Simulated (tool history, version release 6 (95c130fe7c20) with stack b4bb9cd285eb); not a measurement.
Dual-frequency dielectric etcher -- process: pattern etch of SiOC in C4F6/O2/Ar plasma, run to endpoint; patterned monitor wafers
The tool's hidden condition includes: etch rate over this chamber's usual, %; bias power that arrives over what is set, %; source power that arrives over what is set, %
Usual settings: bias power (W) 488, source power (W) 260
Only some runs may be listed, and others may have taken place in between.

run	day	bias power (W)	source power (W)	wafers since the last listed run	hours since the last wet clean	hours since the last bias power generator calibration	hours since the last source power generator calibration	hours since the last upper electrode change	incoming incoming film thickness, nm	endpoint time (s)
1	0.000	577	260	0	168.4	2129.2	1809.9	1126.7	39.17	15.9
2	2.983	577	260	1221	240.0	2200.8	1881.5	1198.3	38.86	15.7
3	6.679	577	260	1512	328.7	2289.5	1970.2	1287.0	39.34	16.0
4	10.458	488	240	1546	419.4	2380.2	2060.9	1377.7	39.42	17.8
5	14.546	488	240	1673	517.5	2478.3	2159.0	1475.8	39.13	17.8
6	16.383	488	240	752	561.6	2522.4	2203.1	1519.9	39.13	17.9
# day 18.654: wet clean of the chamber
7	19.742	488	260	965	26.1	2603.0	2283.7	1600.5	39.28	17.0
8	21.558	488	260	743	69.7	2646.6	2327.3	1644.1	39.03	16.8
9	24.208	488	260	1084	133.3	2710.2	2390.9	1707.7	39.32	16.9
10	26.162	488	260	799	180.2	2757.1	2437.8	1754.6	39.66	17.2
# day 31.521: upper electrode replaced
11	31.542	519	260	1792	309.3	2886.2	2566.9	0.5	39.16	16.7
12	33.725	488	230	893	361.7	2938.6	2619.3	52.9	39.55	18.1
# day 36.154: bias power generator calibrated
13	36.650	568	260	1129	431.9	11.9	2689.5	123.1	39.33	16.0
# day 37.917: source power generator calibrated
14	38.458	575	310	671	475.3	55.3	13.0	166.5	39.13	15.0
15	41.471	488	280	1233	547.6	127.6	85.3	238.8	39.09	16.6
16	43.554	488	260	852	597.6	177.6	135.3	288.8	39.49	17.3
17	45.283	488	210	707	639.1	219.1	176.8	330.3	39.59	18.7
# day 48.083: wet clean of the chamber
18	48.242	565	280	801	3.8	290.1	247.8	401.3	39.24	15.0
19	49.917	555	220	685	44.0	330.3	288.0	441.5	39.30	16.6
20	54.575	548	200	1906	155.8	442.1	399.8	553.3	39.42	17.5
21	58.412	488	260	1570	247.9	534.2	491.9	645.4	39.39	16.8

The tool's hidden state at each run:
source power that arrives over what is set, %: 0 on each run
H1: etch rate over this chamber's usual, %
H2: bias power that arrives over what is set, %
run	H1	H2
1	-1.04	-4.72
2	-1.46	-4.76
3	-1.97	-4.8
4	-2.5	-4.84
5	-3.07	-4.88
6	-3.33	-4.89
7	-0.195	-4.92
8	-0.449	-4.93
9	-0.818	-4.95
10	-1.09	-4.97
11	-1.84	-5
12	-2.14	-5.01
13	-2.55	-0.152
14	-2.8	-0.396
15	-3.22	-0.778
16	-3.51	-1.03
17	-3.76	-1.22
18	0.905	-1.53
19	0.672	-1.7
20	0.0225	-2.12
21	-0.512	-2.44
